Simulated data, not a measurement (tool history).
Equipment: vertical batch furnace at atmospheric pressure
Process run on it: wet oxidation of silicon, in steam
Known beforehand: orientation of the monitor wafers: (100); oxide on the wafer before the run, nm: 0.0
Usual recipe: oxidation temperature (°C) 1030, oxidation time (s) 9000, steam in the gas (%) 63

run	day	oxidation temperature (°C)	oxidation time (s)	steam in the gas (%)	wafers since the last listed run	hours since the last temperature calibration	hours since the steam generator was serviced	hours since the gauge calibration	read-back reference wafer on the same gauge, thickness	oxide thickness on the monitor wafer (angstrom)
1	0	1030	9000	63	0	865.9	644.8	84.5	627.02	7030.2
2	1.512	1030	9000	63	507	902.2	681.1	120.8	627.24	7122.8
3	10.204	1030	9000	63	2917	1110.8	889.7	329.4	627.28	7048.9
4	12.996	1030	9000	68	937	1177.8	956.7	396.4	627.88	7410
5	21.612	1030	9000	68	2892	1384.6	1163.5	603.2	627.26	7405.7
6	25.45	1030	9000	68	1288	1476.7	1255.6	695.3	626.66	7337.5
# day 30.108: thermocouples replaced and temperature profile calibrated
7	30.129	1030	9000	63	1235	0.5	1367.9	807.6	626.52	6970.9
8	33.017	1030	9000	63	969	69.8	1437.2	876.9	626.73	6951.1
9	36.517	1030	9000	63	1174	153.8	1521.2	960.9	626.99	7004.2
10	38.858	1030	9000	63	786	210	1577.4	1017.1	626.77	6946.5
# day 42.158: steam generator serviced
11	42.179	1030	9000	63	779	289.7	0.5	1096.8	626.39	7141.8
12	43.308	1030	9000	63	379	316.8	27.6	1123.9	627.2	7124.2
13	46.204	1042	13380	69	972	386.3	97.1	1193.4	627.82	10058.1
14	57.483	1017	10290	63	3786	657	367.8	1464.1	626.91	7224.5
# day 59.6: gauge calibrated
15	61.733	1030	9000	63	1426	759	469.8	51.2	627.36	7055.1
16	65.258	1030	4740	63	1183	843.6	554.4	135.8	627.06	4774.9
17	69.158	1022	9000	73	1309	937.2	648	229.4	627.07	7436.8
18	70.812	1030	9000	63	555	976.9	687.7	269.1	626.75	7100.4
19	74.075	1030	11400	63	1095	1055.2	766	347.4	627.62	8160.4
20	76.962	1030	6300	66	969	1124.5	835.3	416.7	627.75	5859.5
21	79.662	1030	9000	55	906	1189.3	900.1	481.5	626.94	6511
22	82.767	1016	12960	70	1042	1263.8	974.6	556	627.2	8708.9
23	85.946	1046	5100	67	1067	1340.1	1050.9	632.3	626.51	5651.7
24	90.133	1030	9000	73	1405	1440.6	1151.4	732.8	627.36	7691.9
25	91.746	1030	11790	63	541	1479.3	1190.1	771.5	626.29	8248.8

4 options for the next run, each taken on its own from the tool as it stands now. Forecast them:
A	92.004	1030	6240	63	86	1485.5	1196.3	777.7	?	?
B	92.004	1030	11760	60	86	1485.5	1196.3	777.7	?	?
C	92.004	1047	6330	63	86	1485.5	1196.3	777.7	?	?
D	92.004	1055	7680	57	86	1485.5	1196.3	777.7	?	?

run	read-back reference wafer on the same gauge, thickness	oxide thickness on the monitor wafer (angstrom)
A	626.69	5573.3
B	626.69	7963
C	626.69	6163.2
D	626.69	6778
With no hidden state in the tool, these same runs would have given:
run	oxide thickness on the monitor wafer (angstrom)
A	5643.9
B	8058.9
C	6238.4
D	6858.8
